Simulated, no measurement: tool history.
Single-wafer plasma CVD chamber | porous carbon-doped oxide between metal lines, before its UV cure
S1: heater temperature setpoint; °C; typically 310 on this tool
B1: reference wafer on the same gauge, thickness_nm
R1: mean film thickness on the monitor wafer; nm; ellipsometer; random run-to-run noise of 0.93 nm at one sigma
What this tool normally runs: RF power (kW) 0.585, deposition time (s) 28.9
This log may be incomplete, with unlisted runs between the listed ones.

Run 1, hour 0.0: usual settings; B1 140.990. Result: R1 172.556 nm.
Run 2, hour 49.7: usual settings; B1 140.972. Result: R1 174.053 nm.
Run 3, hour 97.4: usual settings; B1 141.103. Result: R1 173.392 nm.
Run 4, hour 171.0: usual settings; B1 140.860. Result: R1 170.791 nm.
Run 5, hour 213.0: usual settings; B1 141.011. Result: R1 169.816 nm.
Run 6, hour 255.1: usual settings; B1 140.887. Result: R1 171.479 nm.
Run 7, hour 292.0: usual settings; B1 140.812. Result: R1 170.559 nm.
Run 8, hour 332.1: usual settings; B1 140.975. Result: R1 171.441 nm.
Run 9, hour 408.6: usual settings but deposition time (s) 26.9; B1 141.046. Result: R1 157.766 nm.
Run 10, hour 453.7: usual settings but S1 298 °C; B1 140.879. Result: R1 180.836 nm.
Run 11, hour 539.9: usual settings but S1 297 °C, RF power (kW) 0.525, deposition time (s) 30.5; B1 140.881. Result: R1 176.342 nm.
At hour 543.6: gauge calibrated.
At hour 568.3: showerhead replaced.
Run 12, hour 643.4: usual settings but S1 303 °C, RF power (kW) 0.470, deposition time (s) 25.6; B1 141.144. Result: R1 129.644 nm.
At hour 659.0: RF generator calibrated.
Run 13, hour 712.2: usual settings but deposition time (s) 30.8; B1 140.893. Result: R1 183.559 nm.
At hour 728.6: thermocouple changed; heater temperature recalibrated.
Run 14, hour 780.1: usual settings but S1 297 °C, RF power (kW) 0.525, deposition time (s) 30.5; B1 140.869. Result: R1 180.922 nm.
Run 15, hour 853.0: usual settings but S1 305 °C, RF power (kW) 0.625, deposition time (s) 31.8; B1 140.767. Result: R1 203.325 nm.
Run 16, hour 897.5: usual settings but S1 302 °C, RF power (kW) 0.700, deposition time (s) 26.5; B1 140.966. Result: R1 186.172 nm.
Run 17, hour 939.9: usual settings but S1 303 °C, RF power (kW) 0.670, deposition time (s) 27.2; B1 140.975. Result: R1 185.161 nm.
Run 18, hour 1041.6: usual settings; B1 140.980. Result: R1 171.576 nm.

Each row is a separate what-if for the run after 18, all from the same tool condition, not one after another. Results?
Run A, hour 1042.0: usual settings but deposition time (s) 34.4; B1 ?. Result: R1 ?.
Run B, hour 1042.0: usual settings but deposition time (s) 24.1; B1 ?. Result: R1 ?.
Run C, hour 1042.0: usual settings but S1 317 °C, RF power (kW) 0.640, deposition time (s) 26.9; B1 ?. Result: R1 ?.
Run D, hour 1042.0: usual settings but S1 303 °C, RF power (kW) 0.615, deposition time (s) 33.0; B1 ?. Result: R1 ?.
Run E, hour 1042.0: usual settings but deposition time (s) 25.2; B1 ?. Result: R1 ?.

run       B1       R1
  A  140.904  202.861
  B  140.904  143.675
  C  140.904  164.345
  D  140.904  209.213
  E  140.904  150.013
With no hidden state in the tool, these same runs would have given:
run       R1
  A  207.380
  B  146.876
  C  168.006
  D  213.874
  E  153.355
